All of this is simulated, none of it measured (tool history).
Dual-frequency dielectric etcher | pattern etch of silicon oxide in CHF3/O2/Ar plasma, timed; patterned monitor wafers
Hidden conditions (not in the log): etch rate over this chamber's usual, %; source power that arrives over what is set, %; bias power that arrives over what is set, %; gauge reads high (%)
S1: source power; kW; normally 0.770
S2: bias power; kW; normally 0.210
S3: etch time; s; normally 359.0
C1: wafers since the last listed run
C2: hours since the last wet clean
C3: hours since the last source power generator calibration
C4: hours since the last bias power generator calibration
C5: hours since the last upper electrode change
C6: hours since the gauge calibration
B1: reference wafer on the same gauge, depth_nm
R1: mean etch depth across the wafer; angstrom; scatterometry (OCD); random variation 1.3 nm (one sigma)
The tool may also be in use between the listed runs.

run	hour	S1	S2	S3	C1	C2	C3	C4	C5	C6	B1	R1
1	0.0	0.660	0.210	359.0	0	227.5	3057.2	1604.7	2468.6	867.5	858.0	7838
2	62.1	0.770	0.210	277.5	375	289.6	3119.3	1666.8	2530.7	929.6	857.4	6448
3	122.4	0.770	0.210	277.5	364	349.9	3179.6	1727.1	2591.0	989.9	857.7	6446
4	165.5	0.770	0.210	277.5	260	393.0	3222.7	1770.2	2634.1	1033.0	858.3	6435
# hour 220.7: wet clean of the chamber
5	254.4	0.770	0.210	411.0	392	33.7	3311.6	1859.1	2723.0	1121.9	858.6	9496
6	348.8	0.820	0.210	407.5	571	128.1	3406.0	1953.5	2817.4	1216.3	858.3	9657
# hour 468.4: upper electrode replaced
7	529.6	0.820	0.210	407.5	948	308.9	3586.8	2134.3	61.2	1397.1	858.5	9683
# hour 585.2: wet clean of the chamber
# hour 602.5: source power generator calibrated
8	631.4	0.880	0.210	421.5	446	46.2	28.9	2236.1	163.0	1498.9	858.0	10555
9	705.4	0.640	0.164	399.5	447	120.2	102.9	2310.1	237.0	1572.9	858.3	8217
# hour 734.5: gauge calibrated
10	809.7	0.770	0.210	279.0	630	224.5	207.2	2414.4	341.3	75.2	857.5	6611
11	878.4	0.770	0.210	359.0	415	293.2	275.9	2483.1	410.0	143.9	858.2	8515
# hour 932.1: wet clean of the chamber
# hour 935.1: bias power generator calibrated
12	965.9	0.620	0.210	359.0	365	33.8	363.4	30.8	497.5	231.4	857.9	7700
13	1166.1	0.770	0.210	359.0	1211	234.0	563.6	231.0	697.7	431.6	857.7	8424
14	1244.9	0.930	0.210	359.0	476	312.8	642.4	309.8	776.5	510.4	857.9	9086

Consider 3 possible next runs. They are alternatives, not a sequence: every one starts from the tool as it was left by run 14. What does each give?
A	1245.4	0.770	0.210	359.0	3	313.3	642.9	310.3	777.0	510.9	?	?
B	1245.4	0.640	0.167	425.0	3	313.3	642.9	310.3	777.0	510.9	?	?
C	1245.4	0.930	0.167	329.5	3	313.3	642.9	310.3	777.0	510.9	?	?

run	B1	R1
A	857.9	8432
B	857.9	8696
C	857.9	7838
What these runs would have given with no unlogged condition in the tool:
run	R1
A	8432
B	8695
C	7838
